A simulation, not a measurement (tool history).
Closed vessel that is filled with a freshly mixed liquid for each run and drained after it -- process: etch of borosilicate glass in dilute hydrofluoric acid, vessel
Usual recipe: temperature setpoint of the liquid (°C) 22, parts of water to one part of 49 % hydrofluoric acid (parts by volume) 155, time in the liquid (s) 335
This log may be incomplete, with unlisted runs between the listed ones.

run	hour	temperature setpoint of the liquid (°C)	parts of water to one part of 49 % hydrofluoric acid (parts by volume)	time in the liquid (s)	read-back film thickness of the borosilicate glass reference wafer, read on the same gauge (nm)	thickness taken off the borosilicate glass on a monitor wafer (nm)
1	0	22	95	335	120.01	94.15
2	7.7	22	155	335	120.01	54.16
3	23.4	22	155	335	120	54.1
4	41.1	22	155	335	120.01	53.58
5	50.4	22	180	335	119.99	45.27
6	68.4	22	215	335	120.01	36.44
7	75.9	22	155	335	120.01	54.13
# hour 79.5: thermometer replaced
8	93	22	130	335	120.01	62.57
9	110.1	22	130	335	120.02	61.89
10	122.9	22	155	335	120.01	50.35
11	136.3	22	155	335	119.99	50.57
12	153.9	22	155	335	119.99	50.33
13	168.6	22	195	335	119.99	38.27
14	178.8	26.5	120	220	120	53.44
# hour 197.8: gauge calibrated
15	213.3	20	155	335	120.01	47.1
# hour 214.9: hydrofluoric acid flow meter replaced
16	229.6	24	115	335	119.98	78.05
17	246.7	24.5	155	335	119.99	56.04
18	259	22	155	235	120	35.62
19	272	22	155	335	120	50.87
20	283.8	22	195	335	120.03	39.34
21	297.4	22	115	335	120.02	72.12
22	333.5	18.5	80	155	120.01	43.44
23	342.9	24	155	335	120.01	55.13
24	353.5	22	155	260	120.02	39.88
25	369.5	22	155	335	120	50.94
26	376.2	20	125	185	120	33.78
27	393.1	18.5	155	335	120	45.28
28	402.2	22	180	530	119.98	67.67
29	415.5	22	225	335	119.98	32.7
30	423.3	22	215	245	120	25.33
31	440.5	22	200	485	120	55.36
32	457.2	22	155	335	120	51.18
33	469.7	26.5	155	335	119.99	60.78

4 ways to go on from here, each from the tool as it stands after run 33. What would each give?
A	470.4	22	155	335	?	?
B	470.4	23.5	190	400	?	?
C	470.4	22	205	335	?	?
D	470.4	22	155	140	?	?

run	read-back film thickness of the borosilicate glass reference wafer, read on the same gauge (nm)	thickness taken off the borosilicate glass on a monitor wafer (nm)
A	119.98	51.5
B	119.98	51.07
C	119.98	36.9
D	119.98	21.52
Without the tool's unlogged condition, the same runs would have read:
run	thickness taken off the borosilicate glass on a monitor wafer (nm)
A	49.58
B	49.24
C	35.57
D	20.72
